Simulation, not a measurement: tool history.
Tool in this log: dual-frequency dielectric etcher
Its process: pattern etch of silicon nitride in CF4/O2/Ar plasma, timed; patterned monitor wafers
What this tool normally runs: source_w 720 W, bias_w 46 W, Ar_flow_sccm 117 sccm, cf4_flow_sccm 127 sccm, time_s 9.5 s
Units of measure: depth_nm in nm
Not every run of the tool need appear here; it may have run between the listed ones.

run	hour	source_w	bias_w	Ar_flow_sccm	cf4_flow_sccm	time_s	wafers since the last listed run	hours since the last wet clean	hours since the last source power generator calibration	hours since the last bias power generator calibration	hours since the last Ar flow controller change	hours since the last CF4 flow controller change	hours since the last upper electrode change	hours since the gauge calibration	read-back reference wafer on the same gauge, depth_nm	depth_nm
1	0.0	720	46	117	127	9.5	0	238.9	2783.7	2764.9	2324.3	2580.9	2359.1	411.8	19.91	23.65
2	23.0	720	46	117	127	9.5	323	261.9	2806.7	2787.9	2347.3	2603.9	2382.1	434.8	19.90	23.73
3	41.4	720	46	117	127	11.5	258	280.3	2825.1	2806.3	2365.7	2622.3	2400.5	453.2	19.90	28.72
4	72.0	720	46	117	127	11.5	429	310.9	2855.7	2836.9	2396.3	2652.9	2431.1	483.8	19.90	28.75
# hour 75.8: gauge calibrated
5	103.5	720	46	117	127	11.5	442	342.4	2887.2	2868.4	2427.8	2684.4	2462.6	27.7	19.90	28.83
6	126.8	720	46	117	127	9.5	327	365.7	2910.5	2891.7	2451.1	2707.7	2485.9	51.0	19.90	23.78
# hour 153.0: CF4 flow controller replaced
# hour 153.5: upper electrode replaced
7	154.0	720	46	117	127	9.5	292	392.9	2937.7	2918.9	2478.3	1.0	0.5	78.2	19.90	23.84
8	173.9	780	54	108	127	9.5	279	412.8	2957.6	2938.8	2498.2	20.9	20.4	98.1	19.90	26.71
# hour 219.0: wet clean of the chamber
9	219.5	560	46	96	127	9.5	303	0.5	3003.2	2984.4	2543.8	66.5	66.0	143.7	19.90	21.07
10	231.3	720	46	127	127	9.5	165	12.3	3015.0	2996.2	2555.6	78.3	77.8	155.5	19.90	23.21
11	264.9	890	46	117	127	7.5	472	45.9	3048.6	3029.8	2589.2	111.9	111.4	189.1	19.91	20.91
12	285.9	720	46	110	127	11.5	295	66.9	3069.6	3050.8	2610.2	132.9	132.4	210.1	19.89	28.65
13	315.1	720	46	117	127	12.0	410	96.1	3098.8	3080.0	2639.4	162.1	161.6	239.3	19.90	29.89
# hour 358.2: source power generator calibrated
# hour 397.8: bias power generator calibrated
14	398.4	720	40	117	127	9.5	1057	179.4	40.2	0.6	2722.7	245.4	244.9	322.6	19.90	22.27
# hour 420.4: Ar flow controller replaced
15	429.6	720	46	117	127	9.5	354	210.6	71.4	31.8	9.2	276.6	276.1	353.8	19.90	23.76
16	452.8	720	46	117	127	9.5	325	233.8	94.6	55.0	32.4	299.8	299.3	377.0	19.89	23.69
17	478.3	830	55	117	153	10.5	358	259.3	120.1	80.5	57.9	325.3	324.8	402.5	19.90	30.82
18	504.0	770	46	117	127	9.5	361	285.0	145.8	106.2	83.6	351.0	350.5	428.2	19.89	24.69
19	594.0	720	46	117	127	9.5	1264	375.0	235.8	196.2	173.6	441.0	440.5	518.2	19.90	23.85
# hour 594.8: gauge calibrated
20	619.2	770	49	100	127	8.0	354	400.2	261.0	221.4	198.8	466.2	465.7	24.4	19.90	21.62
21	648.3	770	49	100	127	8.0	408	429.3	290.1	250.5	227.9	495.3	494.8	53.5	19.90	21.69
22	669.7	720	46	117	127	9.5	300	450.7	311.5	271.9	249.3	516.7	516.2	74.9	19.90	23.85

The same runs without the tool's hidden state, with the same run-to-run variation:
What the log doesn't record here: etch rate over this chamber's usual, %; source power that arrives over what is set, %; bias power that arrives over what is set, %; Ar flow that arrives over what is set, %; CF4 flow that arrives over what is set, %; gauge reads high (%).
run	depth_nm
1	23.43
2	23.49
3	28.40
4	28.41
5	28.45
6	23.45
7	23.48
8	26.29
9	21.07
10	23.19
11	20.86
12	28.57
13	29.77
14	22.12
15	23.57
16	23.47
17	30.51
18	24.42
19	23.51
20	21.29
21	21.34
22	23.45
